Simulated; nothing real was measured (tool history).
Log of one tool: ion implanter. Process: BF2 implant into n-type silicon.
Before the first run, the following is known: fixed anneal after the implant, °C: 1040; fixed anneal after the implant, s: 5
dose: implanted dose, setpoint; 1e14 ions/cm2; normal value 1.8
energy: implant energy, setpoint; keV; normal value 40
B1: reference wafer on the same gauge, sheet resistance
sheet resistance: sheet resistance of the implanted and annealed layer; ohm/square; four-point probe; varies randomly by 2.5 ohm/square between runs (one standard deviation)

Run 1, hour 0: usual settings but energy 47.5 keV; B1 520.86. Result: sheet resistance 517.25 ohm/square.
Run 2, hour 77.9: usual settings; B1 521.11. Result: sheet resistance 525.77 ohm/square.
Run 3, hour 173.2: usual settings; B1 520.26. Result: sheet resistance 519.29 ohm/square.
At hour 446.8: Faraday cup replaced and dose calibrated.
Run 4, hour 470.6: usual settings; B1 521.66. Result: sheet resistance 530.12 ohm/square.
At hour 526.9: gauge calibrated.
Run 5, hour 556.1: usual settings but energy 46.5 keV; B1 520.65. Result: sheet resistance 518.52 ohm/square.
Run 6, hour 798.6: usual settings but energy 46.5 keV; B1 521.13. Result: sheet resistance 513.47 ohm/square.
Run 7, hour 1117.2: usual settings but energy 46.5 keV; B1 520.21. Result: sheet resistance 511.44 ohm/square.
Run 8, hour 1208.4: usual settings; B1 522.14. Result: sheet resistance 514.69 ohm/square.
Run 9, hour 1273.2: usual settings but dose 1.67 1e14 ions/cm2, energy 31.5 keV; B1 521.5. Result: sheet resistance 564.21 ohm/square.
At hour 1289.1: Faraday cup replaced and dose calibrated.
Run 10, hour 1370: usual settings but dose 1.67 1e14 ions/cm2, energy 31.5 keV; B1 520.95. Result: sheet resistance 581.57 ohm/square.
At hour 1447.8: extraction supply calibrated.
Run 11, hour 1458.9: usual settings but energy 44.5 keV; B1 520.15. Result: sheet resistance 526.55 ohm/square.
Run 12, hour 1518: usual settings but energy 30.5 keV; B1 521.32. Result: sheet resistance 552.42 ohm/square.
Run 13, hour 1592.2: usual settings; B1 520.53. Result: sheet resistance 529.17 ohm/square.
Run 14, hour 1631: usual settings; B1 520.71. Result: sheet resistance 527.78 ohm/square.
Run 15, hour 1694.3: usual settings; B1 522.46. Result: sheet resistance 526.14 ohm/square.
Run 16, hour 1783.1: usual settings; B1 521.03. Result: sheet resistance 520.9 ohm/square.
Run 17, hour 1996.9: usual settings but dose 2.07 1e14 ions/cm2; B1 520.27. Result: sheet resistance 458.6 ohm/square.
At hour 2061.8: Faraday cup replaced and dose calibrated.
Run 18, hour 2069.7: usual settings but energy 27.5 keV; B1 520.52. Result: sheet resistance 562.6 ohm/square.
Run 19, hour 2168.8: usual settings but energy 31.5 keV; B1 519.91. Result: sheet resistance 548.84 ohm/square.
Run 20, hour 2266.4: usual settings but dose 1.52 1e14 ions/cm2, energy 54 keV; B1 520.33. Result: sheet resistance 586.6 ohm/square.
Run 21, hour 2346.9: usual settings; B1 520.2. Result: sheet resistance 529.09 ohm/square.
Run 22, hour 2396.1: usual settings but energy 43.5 keV; B1 520.16. Result: sheet resistance 522.18 ohm/square.
Run 23, hour 2474.9: usual settings but dose 1.65 1e14 ions/cm2, energy 29 keV; B1 520. Result: sheet resistance 590.13 ohm/square.
At hour 2526.9: gauge calibrated.
Run 24, hour 2568.3: usual settings but dose 2.2 1e14 ions/cm2, energy 44.5 keV; B1 520.65. Result: sheet resistance 438.11 ohm/square.
Run 25, hour 2673.9: usual settings but dose 1.56 1e14 ions/cm2, energy 48.5 keV; B1 520.3. Result: sheet resistance 574.61 ohm/square.
Run 26, hour 2722.7: usual settings; B1 521.37. Result: sheet resistance 526.27 ohm/square.
Run 27, hour 2783.8: usual settings but energy 34.5 keV; B1 520.43. Result: sheet resistance 525.84 ohm/square.
At hour 2857.3: Faraday cup replaced and dose calibrated.
Run 28, hour 3074.2: usual settings; B1 520.47. Result: sheet resistance 529.25 ohm/square.
Run 29, hour 3145.9: usual settings but energy 29.5 keV; B1 520.12. Result: sheet resistance 548.51 ohm/square.
Run 30, hour 3241.3: usual settings; B1 521.8. Result: sheet resistance 526.02 ohm/square.
Run 31, hour 3303.5: usual settings but dose 1.63 1e14 ions/cm2, energy 28.5 keV; B1 520.06. Result: sheet resistance 587.4 ohm/square.
Run 32, hour 3339.8: usual settings but dose 1.54 1e14 ions/cm2, energy 46.5 keV; B1 520.8. Result: sheet resistance 579.34 ohm/square.
Run 33, hour 3403.7: usual settings; B1 521.09. Result: sheet resistance 519.81 ohm/square.
At hour 3649.5: extraction supply calibrated.
Run 34, hour 3699.4: usual settings; B1 522.48. Result: sheet resistance 515.97 ohm/square.
At hour 3830.6: Faraday cup replaced and dose calibrated.
Run 35, hour 3934: usual settings but energy 45.5 keV; B1 520.74. Result: sheet resistance 522.16 ohm/square.
Run 36, hour 3970.1: usual settings but dose 2.07 1e14 ions/cm2, energy 52.5 keV; B1 520.35. Result: sheet resistance 453.1 ohm/square.
Run 37, hour 4050.1: usual settings but dose 1.33 1e14 ions/cm2, energy 47 keV; B1 521.26. Result: sheet resistance 661.21 ohm/square.

Consider 4 possible next runs. They are alternatives, not a sequence: every one starts from the tool as it was left by run 37. What does each give?
Run A, hour 4050.5: usual settings but energy 28 keV; B1 ?. Result: sheet resistance ?.
Run B, hour 4050.5: usual settings but dose 1.6 1e14 ions/cm2; B1 ?. Result: sheet resistance ?.
Run C, hour 4050.5: usual settings but dose 1.28 1e14 ions/cm2, energy 36 keV; B1 ?. Result: sheet resistance ?.
Run D, hour 4050.5: usual settings but dose 2.3 1e14 ions/cm2, energy 28.5 keV; B1 ?. Result: sheet resistance ?.

run      B1  sheet resistance
  A  521.14            559.41
  B  521.14            587.92
  C  521.14            712.77
  D  521.14             455.7
Without the tool's hidden state the same runs would have given:
run  sheet resistance
  A             562.4
  B            590.97
  C            716.47
  D            458.16
